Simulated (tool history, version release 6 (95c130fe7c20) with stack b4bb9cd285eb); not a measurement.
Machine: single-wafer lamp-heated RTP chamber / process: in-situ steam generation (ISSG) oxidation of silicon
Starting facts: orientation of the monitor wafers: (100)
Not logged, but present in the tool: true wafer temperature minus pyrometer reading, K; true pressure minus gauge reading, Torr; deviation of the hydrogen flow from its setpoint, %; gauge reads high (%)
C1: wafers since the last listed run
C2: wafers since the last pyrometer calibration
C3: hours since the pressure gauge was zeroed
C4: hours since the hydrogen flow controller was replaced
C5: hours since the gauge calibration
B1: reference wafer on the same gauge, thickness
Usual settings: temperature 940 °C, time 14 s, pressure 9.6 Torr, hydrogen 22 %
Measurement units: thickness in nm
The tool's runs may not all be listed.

Run 1, day 0: usual settings but time 10 s, pressure 10.2 Torr; C1 0; C2 1031; C3 2700.4; C4 2953.4; C5 540.8; B1 3.389. Result: thickness 3.62 nm.
Run 2, day 0.717: usual settings but time 10 s, pressure 10.2 Torr; C1 139; C2 1171; C3 2717.6; C4 2970.6; C5 558; B1 3.393. Result: thickness 3.623 nm.
Run 3, day 0.979: usual settings but time 10 s, pressure 10.2 Torr; C1 51; C2 1223; C3 2723.9; C4 2976.9; C5 564.3; B1 3.389. Result: thickness 3.625 nm.
Run 4, day 1.546: usual settings but hydrogen 15 %; C1 110; C2 1333; C3 2737.5; C4 2990.5; C5 577.9; B1 3.388. Result: thickness 3.817 nm.
Run 5, day 2.125: usual settings but hydrogen 15 %; C1 113; C2 1446; C3 2751.4; C4 3004.4; C5 591.8; B1 3.388. Result: thickness 3.818 nm.
Run 6, day 2.829: usual settings but hydrogen 15 %; C1 137; C2 1584; C3 2768.3; C4 3021.3; C5 608.7; B1 3.389. Result: thickness 3.818 nm.
At day 3.388: pressure gauge zeroed.
Run 7, day 3.508: usual settings; C1 67; C2 1651; C3 2.9; C4 3037.6; C5 625; B1 3.391. Result: thickness 4.173 nm.
At day 4.162: gauge calibrated.
Run 8, day 4.2: usual settings; C1 135; C2 1786; C3 19.5; C4 3054.2; C5 0.9; B1 3.389. Result: thickness 4.16 nm.
Run 9, day 4.921: usual settings; C1 140; C2 1927; C3 36.8; C4 3071.5; C5 18.2; B1 3.39. Result: thickness 4.166 nm.
Run 10, day 5.475: usual settings but hydrogen 25 %; C1 108; C2 2035; C3 50.1; C4 3084.8; C5 31.5; B1 3.389. Result: thickness 4.301 nm.
Run 11, day 5.946: usual settings but temperature 953 °C, time 10 s, pressure 8.5 Torr, hydrogen 26 %; C1 91; C2 2127; C3 61.4; C4 3096.1; C5 42.8; B1 3.388. Result: thickness 4.035 nm.
At day 6.629: hydrogen flow controller replaced.
Run 12, day 6.65: usual settings but time 12 s, hydrogen 27 %; C1 72; C2 2200; C3 78.3; C4 0.5; C5 59.7; B1 3.388. Result: thickness 4.169 nm.
Run 13, day 7.1: usual settings but temperature 950 °C, time 12 s, pressure 8.8 Torr, hydrogen 13 %; C1 87; C2 2287; C3 89.1; C4 11.3; C5 70.5; B1 3.395. Result: thickness 3.625 nm.
Run 14, day 7.717: usual settings but time 17 s, pressure 8.3 Torr, hydrogen 32 %; C1 120; C2 2408; C3 103.9; C4 26.1; C5 85.3; B1 3.391. Result: thickness 5.014 nm.
Run 15, day 8.062: usual settings but time 12 s; C1 67; C2 2475; C3 112.2; C4 34.4; C5 93.6; B1 3.39. Result: thickness 3.952 nm.
Run 16, day 8.721: usual settings but temperature 954 °C, time 10 s, pressure 8.6 Torr, hydrogen 18 %; C1 128; C2 2604; C3 128; C4 50.2; C5 109.4; B1 3.391. Result: thickness 3.683 nm.
Run 17, day 9.096: usual settings but temperature 930 °C; C1 73; C2 2677; C3 137; C4 59.2; C5 118.4; B1 3.391. Result: thickness 4.098 nm.
Run 18, day 9.688: usual settings but pressure 10.2 Torr; C1 115; C2 2793; C3 151.2; C4 73.4; C5 132.6; B1 3.393. Result: thickness 4.142 nm.
Run 19, day 10.033: usual settings but temperature 946 °C, time 19 s, pressure 10.2 Torr; C1 67; C2 2860; C3 159.5; C4 81.7; C5 140.9; B1 3.391. Result: thickness 4.751 nm.
Run 20, day 10.671: usual settings but temperature 927 °C, pressure 8.4 Torr, hydrogen 13 %; C1 124; C2 2985; C3 174.8; C4 97; C5 156.2; B1 3.387. Result: thickness 3.657 nm.
Run 21, day 11.067: usual settings but temperature 951 °C, time 10 s; C1 77; C2 3062; C3 184.3; C4 106.5; C5 165.7; B1 3.393. Result: thickness 3.819 nm.
Run 22, day 12.117: usual settings but time 9 s, hydrogen 30 %; C1 205; C2 3267; C3 209.5; C4 131.7; C5 190.9; B1 3.391. Result: thickness 3.858 nm.
At day 12.692: pyrometer window cleaned and pyrometer calibrated.
Run 23, day 12.712: usual settings but time 11 s, hydrogen 29 %; C1 51; C2 3; C3 223.8; C4 146; C5 205.2; B1 3.387. Result: thickness 4.029 nm.
Run 24, day 13.329: usual settings; C1 120; C2 124; C3 238.6; C4 160.8; C5 220; B1 3.386. Result: thickness 4.097 nm.
Run 25, day 13.938: usual settings but time 10 s, pressure 8.6 Torr; C1 118; C2 243; C3 253.2; C4 175.4; C5 234.6; B1 3.395. Result: thickness 3.691 nm.
Run 26, day 14.683: usual settings but temperature 931 °C, time 19 s, hydrogen 16 %; C1 145; C2 388; C3 271.1; C4 193.3; C5 252.5; B1 3.389. Result: thickness 4.227 nm.
Run 27, day 15.288: usual settings but time 13 s, hydrogen 25 %; C1 117; C2 506; C3 285.6; C4 207.8; C5 267; B1 3.389. Result: thickness 4.139 nm.
Run 28, day 16.004: usual settings; C1 139; C2 646; C3 302.8; C4 225; C5 284.2; B1 3.392. Result: thickness 4.1 nm.
Run 29, day 16.733: usual settings; C1 142; C2 789; C3 320.3; C4 242.5; C5 301.7; B1 3.391. Result: thickness 4.123 nm.
Run 30, day 17.304: usual settings but temperature 927 °C, time 17 s, hydrogen 14 %; C1 111; C2 900; C3 334; C4 256.2; C5 315.4; B1 3.391. Result: thickness 3.923 nm.
Run 31, day 17.908: usual settings but hydrogen 13 %; C1 117; C2 1018; C3 348.5; C4 270.7; C5 329.9; B1 3.39. Result: thickness 3.686 nm.

Some steps in thickness between neighbouring runs. How much of each would the tool show without its hidden state too (settings, what came in, random variation), and how much is left for the hidden state, with any gauge scatter that isn't in both results?
Run 13 -> 14: temperature 950 -> 940, time 12 -> 17, pressure 8.8 -> 8.3, hydrogen 13 -> 32. thickness +1.389 nm: hidden state +0.042, all else +1.347.
Run 14 -> 15: time 17 -> 12, pressure 8.3 -> 9.6, hydrogen 32 -> 22. thickness -1.062 nm: hidden state -0.035, all else -1.027.
Run 19 -> 20: temperature 946 -> 927, time 19 -> 14, pressure 10.2 -> 8.4, hydrogen 22 -> 13. thickness -1.094 nm: hidden state -0.048, all else -1.046.
Run 22 -> 23: time 9 -> 11, hydrogen 30 -> 29, pyrometer window cleaned and pyrometer calibrated. thickness +0.171 nm: hidden state -0.077, all else +0.248.
